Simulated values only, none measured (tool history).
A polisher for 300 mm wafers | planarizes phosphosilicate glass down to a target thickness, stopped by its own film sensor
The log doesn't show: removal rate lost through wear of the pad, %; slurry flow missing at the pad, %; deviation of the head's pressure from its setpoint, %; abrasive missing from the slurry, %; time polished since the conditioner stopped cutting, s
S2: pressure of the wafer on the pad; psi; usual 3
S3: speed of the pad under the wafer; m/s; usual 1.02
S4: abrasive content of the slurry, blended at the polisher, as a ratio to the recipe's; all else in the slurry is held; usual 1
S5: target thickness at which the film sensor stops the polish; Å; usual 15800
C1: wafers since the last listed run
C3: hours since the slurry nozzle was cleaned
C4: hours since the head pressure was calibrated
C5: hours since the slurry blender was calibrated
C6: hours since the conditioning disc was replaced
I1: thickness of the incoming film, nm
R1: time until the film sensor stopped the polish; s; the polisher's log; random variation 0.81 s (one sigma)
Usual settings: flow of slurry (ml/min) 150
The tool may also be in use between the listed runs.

Run 1, hour 0: usual settings but S4 0.8, S5 16840 Å; C1 0; wafers polished on this pad 665; C3 215.3; C4 666.8; C5 129.2; C6 142.2; I1 2120.3. Result: R1 71.3 s.
Run 2, hour 14: usual settings but S4 0.8, S5 16840 Å; C1 175; wafers polished on this pad 840; C3 229.3; C4 680.8; C5 143.2; C6 156.2; I1 2043.7. Result: R1 58.6 s.
Run 3, hour 21.8: usual settings but S3 0.74 m/s; C1 97; wafers polished on this pad 938; C3 237.1; C4 688.6; C5 151; C6 164; I1 2066.7. Result: R1 87.6 s.
At hour 38: worn pad replaced by a new one.
At hour 39.7: head pressure recalibrated.
Run 4, hour 40.2: usual settings but S3 0.74 m/s; C1 158; wafers polished on this pad 5; C3 255.5; C4 0.5; C5 169.4; C6 182.4; I1 2059.1. Result: R1 78.3 s.
Run 5, hour 46.9: usual settings; C1 83; wafers polished on this pad 89; C3 262.2; C4 7.2; C5 176.1; C6 189.1; I1 2100.1. Result: R1 66.7 s.
Run 6, hour 61.6: usual settings; C1 183; wafers polished on this pad 273; C3 276.9; C4 21.9; C5 190.8; C6 203.8; I1 2060.9. Result: R1 62.1 s.
Run 7, hour 75.7: usual settings; C1 176; wafers polished on this pad 449; C3 291; C4 36; C5 204.9; C6 217.9; I1 2068.8. Result: R1 63.1 s.
At hour 83.6: conditioning disc replaced and pad reconditioned.
Run 8, hour 89.1: usual settings; C1 142; wafers polished on this pad 592; C3 304.4; C4 49.4; C5 218.3; C6 5.5; I1 2094.1. Result: R1 66.2 s.
Run 9, hour 102.4: usual settings but S3 0.74 m/s; C1 166; wafers polished on this pad 758; C3 317.7; C4 62.7; C5 231.6; C6 18.8; I1 2108.1. Result: R1 85.5 s.
Run 10, hour 111.8: usual settings but S2 3.5 psi, S3 1.3 m/s, S4 0.9, S5 14460 Å; C1 117; wafers polished on this pad 876; C3 327.1; C4 72.1; C5 241; C6 28.2; I1 2071.6. Result: R1 63.6 s.
Run 11, hour 118.9: usual settings but S3 0.92 m/s; C1 88; wafers polished on this pad 965; C3 334.2; C4 79.2; C5 248.1; C6 35.3; I1 2053.6. Result: R1 65.3 s.
At hour 126.3: worn pad replaced by a new one.
At hour 128.6: slurry nozzle cleaned.
Run 12, hour 135.8: usual settings but S3 0.74 m/s; C1 148; wafers polished on this pad 106; C3 7.2; C4 96.1; C5 265; C6 52.2; I1 2084.1. Result: R1 80 s.
Run 13, hour 146.5: usual settings but flow of slurry (ml/min) 200, S4 0.8; C1 133; wafers polished on this pad 240; C3 17.9; C4 106.8; C5 275.7; C6 62.9; I1 2115.2. Result: R1 73.8 s.
Run 14, hour 155.9: usual settings but S4 0.85; C1 117; wafers polished on this pad 357; C3 27.3; C4 116.2; C5 285.1; C6 72.3; I1 2074.6. Result: R1 70.1 s.
Run 15, hour 197.6: usual settings but flow of slurry (ml/min) 165, S3 0.8 m/s, S4 1.15, S5 14190 Å; C1 521; wafers polished on this pad 879; C3 69; C4 157.9; C5 326.8; C6 114; I1 2076.2. Result: R1 95.6 s.
Run 16, hour 210.5: usual settings but S3 0.74 m/s; C1 161; wafers polished on this pad 1040; C3 81.9; C4 170.8; C5 339.7; C6 126.9; I1 2119.1. Result: R1 89.8 s.
At hour 215.5: slurry blender recalibrated.
At hour 231: worn pad replaced by a new one.
Run 17, hour 231.5: usual settings but flow of slurry (ml/min) 175, S2 3.5 psi, S3 0.84 m/s; C1 187; wafers polished on this pad 6; C3 102.9; C4 191.8; C5 16; C6 147.9; I1 2082.9. Result: R1 65.6 s.
Run 18, hour 276.4: usual settings but flow of slurry (ml/min) 115, S5 16350 Å; C1 561; wafers polished on this pad 568; C3 147.8; C4 236.7; C5 60.9; C6 192.8; I1 2056. Result: R1 57.3 s.
Run 19, hour 287.5: usual settings but flow of slurry (ml/min) 130, S2 3.3 psi; C1 138; wafers polished on this pad 707; C3 158.9; C4 247.8; C5 72; C6 203.9; I1 2082.2. Result: R1 62.9 s.
Run 20, hour 296.6: usual settings but S2 3.9 psi, S5 14760 Å; C1 113; wafers polished on this pad 821; C3 168; C4 256.9; C5 81.1; C6 213; I1 2106. Result: R1 69 s.
Run 21, hour 308.6: usual settings but flow of slurry (ml/min) 175, S3 1.18 m/s, S4 1.2; C1 150; wafers polished on this pad 971; C3 180; C4 268.9; C5 93.1; C6 225; I1 2044.5. Result: R1 48.9 s.
Run 22, hour 316.6: usual settings but flow of slurry (ml/min) 125; C1 100; wafers polished on this pad 1071; C3 188; C4 276.9; C5 101.1; C6 233; I1 2073.6. Result: R1 65.7 s.
At hour 321.6: worn pad replaced by a new one.
At hour 330.9: conditioning disc replaced and pad reconditioned.
Run 23, hour 332.7: usual settings but S3 1.26 m/s, S4 0.7, S5 17150 Å; C1 126; wafers polished on this pad 113; C3 204.1; C4 293; C5 117.2; C6 1.8; I1 2099. Result: R1 55 s.
Run 24, hour 346.2: usual settings but S2 2.1 psi, S5 16950 Å; C1 168; wafers polished on this pad 282; C3 217.6; C4 306.5; C5 130.7; C6 15.3; I1 2080.9. Result: R1 66.6 s.

Hidden state or all else? Some run-to-run changes of R1, split into what the settings, what came in and random variation would give without the hidden state, and what is left for the hidden state (with any gauge scatter that isn't in both results):
Run 2 -> 3: S3 1.02 -> 0.74, S4 0.8 -> 1, S5 16840 -> 15800. R1 +29 s: hidden state +3, all else +26.
Run 3 -> 4: worn pad replaced by a new one, head pressure recalibrated. R1 -9.3 s: hidden state -8.8, all else -0.5.
Run 14 -> 15: flow of slurry (ml/min) 150 -> 165, S3 1.02 -> 0.8, S4 0.85 -> 1.15, S5 15800 -> 14190. R1 +25.5 s: hidden state +0.2, all else +25.3.
